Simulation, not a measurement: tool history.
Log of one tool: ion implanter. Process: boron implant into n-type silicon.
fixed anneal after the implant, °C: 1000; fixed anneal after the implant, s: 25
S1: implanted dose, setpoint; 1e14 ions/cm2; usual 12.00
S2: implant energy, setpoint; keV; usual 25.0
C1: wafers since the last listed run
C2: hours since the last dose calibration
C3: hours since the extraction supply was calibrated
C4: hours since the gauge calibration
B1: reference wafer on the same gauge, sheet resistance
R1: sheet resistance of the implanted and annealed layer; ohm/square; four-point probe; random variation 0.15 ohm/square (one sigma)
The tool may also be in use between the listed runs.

| run | day | S1 | S2 | C1 | C2 | C3 | C4 | B1 | R1 |
|---|---|---|---|---|---|---|---|---|---|
| 1 | 0.000 | 12.00 | 25.0 | 0 | 34.6 | 2404.0 | 1131.2 | 115.08 | 104.02 |
| 2 | 1.492 | 10.88 | 25.0 | 746 | 70.4 | 2439.8 | 1167.0 | 115.04 | 111.95 |
| 3 | 4.083 | 10.88 | 25.0 | 1297 | 132.6 | 2502.0 | 1229.2 | 114.98 | 112.23 |
| 4 | 5.154 | 10.88 | 25.0 | 536 | 158.3 | 2527.7 | 1254.9 | 115.10 | 112.51 |
|  | 7.108 | gauge calibrated |
| 5 | 7.625 | 13.82 | 29.0 | 1237 | 217.6 | 2587.0 | 12.4 | 114.99 | 92.40 |
| 6 | 9.954 | 13.82 | 29.0 | 1166 | 273.5 | 2642.9 | 68.3 | 114.99 | 92.43 |
| 7 | 11.396 | 13.82 | 29.0 | 721 | 308.1 | 2677.5 | 102.9 | 114.96 | 92.39 |
| 8 | 13.771 | 12.00 | 30.5 | 1189 | 365.1 | 2734.5 | 159.9 | 114.99 | 103.12 |
| 9 | 15.467 | 12.00 | 30.5 | 849 | 405.8 | 2775.2 | 200.6 | 115.02 | 103.19 |
| 10 | 22.600 | 12.00 | 30.5 | 3571 | 577.0 | 2946.4 | 371.8 | 114.97 | 103.69 |
| 11 | 24.388 | 12.00 | 25.0 | 895 | 619.9 | 2989.3 | 414.7 | 114.98 | 105.35 |
|  | 24.733 | Faraday cup replaced and dose calibrated |
| 12 | 26.138 | 12.00 | 25.0 | 709 | 33.7 | 3031.3 | 456.7 | 114.91 | 103.27 |
| 13 | 27.921 | 12.89 | 25.0 | 892 | 76.5 | 3074.1 | 499.5 | 115.03 | 97.63 |
| 14 | 29.200 | 12.89 | 25.0 | 640 | 107.2 | 3104.8 | 530.2 | 115.10 | 97.98 |
|  | 29.538 | extraction supply calibrated |
| 15 | 31.304 | 12.89 | 25.0 | 886 | 157.7 | 42.4 | 580.7 | 114.95 | 97.83 |
| 16 | 33.550 | 12.00 | 18.0 | 1124 | 211.6 | 96.3 | 634.6 | 115.07 | 107.55 |
| 17 | 35.117 | 12.00 | 18.0 | 784 | 249.2 | 133.9 | 672.2 | 115.02 | 107.88 |
| 18 | 36.183 | 10.14 | 22.0 | 534 | 274.8 | 159.5 | 697.8 | 114.99 | 120.16 |
| 19 | 38.792 | 14.04 | 32.0 | 1305 | 337.4 | 222.1 | 760.4 | 114.95 | 89.89 |
| 20 | 41.138 | 14.16 | 25.0 | 1174 | 393.7 | 278.4 | 816.7 | 114.94 | 91.95 |
| 21 | 43.175 | 13.71 | 22.0 | 1020 | 442.6 | 327.3 | 865.6 | 115.03 | 95.86 |
| 22 | 44.962 | 12.00 | 25.0 | 895 | 485.5 | 370.2 | 908.5 | 114.97 | 104.48 |
| 23 | 47.746 | 15.51 | 23.0 | 1393 | 552.3 | 437.0 | 975.3 | 114.94 | 87.51 |
|  | 49.546 | gauge calibrated |
| 24 | 50.688 | 10.96 | 18.0 | 1472 | 622.9 | 507.6 | 27.4 | 114.95 | 116.34 |
|  | 52.529 | Faraday cup replaced and dose calibrated |
| 25 | 56.429 | 12.00 | 31.5 | 2707 | 93.6 | 645.4 | 165.2 | 114.94 | 101.52 |
| 26 | 57.917 | 8.65 | 28.0 | 744 | 129.3 | 681.1 | 200.9 | 114.98 | 134.59 |
| 27 | 59.550 | 9.55 | 17.0 | 817 | 168.5 | 720.3 | 240.1 | 115.01 | 129.33 |
| 28 | 62.221 | 12.00 | 25.0 | 1337 | 232.6 | 784.4 | 304.2 | 114.94 | 103.96 |
| 29 | 64.767 | 10.14 | 18.5 | 1274 | 293.7 | 845.5 | 365.3 | 114.99 | 122.69 |
| 30 | 66.092 | 8.68 | 30.0 | 663 | 325.5 | 877.3 | 397.1 | 115.05 | 134.07 |
| 31 | 67.171 | 14.58 | 17.5 | 540 | 351.4 | 903.2 | 423.0 | 115.00 | 95.56 |
| 32 | 68.371 | 12.00 | 25.0 | 600 | 380.2 | 932.0 | 451.8 | 115.08 | 104.33 |
| 33 | 70.896 | 12.00 | 25.0 | 1264 | 440.8 | 992.6 | 512.4 | 114.99 | 104.52 |
| 34 | 72.671 | 15.49 | 25.0 | 888 | 483.4 | 1035.2 | 555.0 | 114.97 | 86.50 |
| 35 | 75.442 | 14.08 | 25.0 | 1387 | 549.9 | 1101.7 | 621.5 | 114.92 | 92.72 |

Run 36 comes next. What will it give?
| 36 | 77.062 | 14.43 | 27.5 | 811 | 588.8 | 1140.6 | 660.4 | ? | ? |

Run 36 gave B1 115.01, R1 90.24 ohm/square.
Without the tool's hidden state the same run would have given R1 88.91 ohm/square.
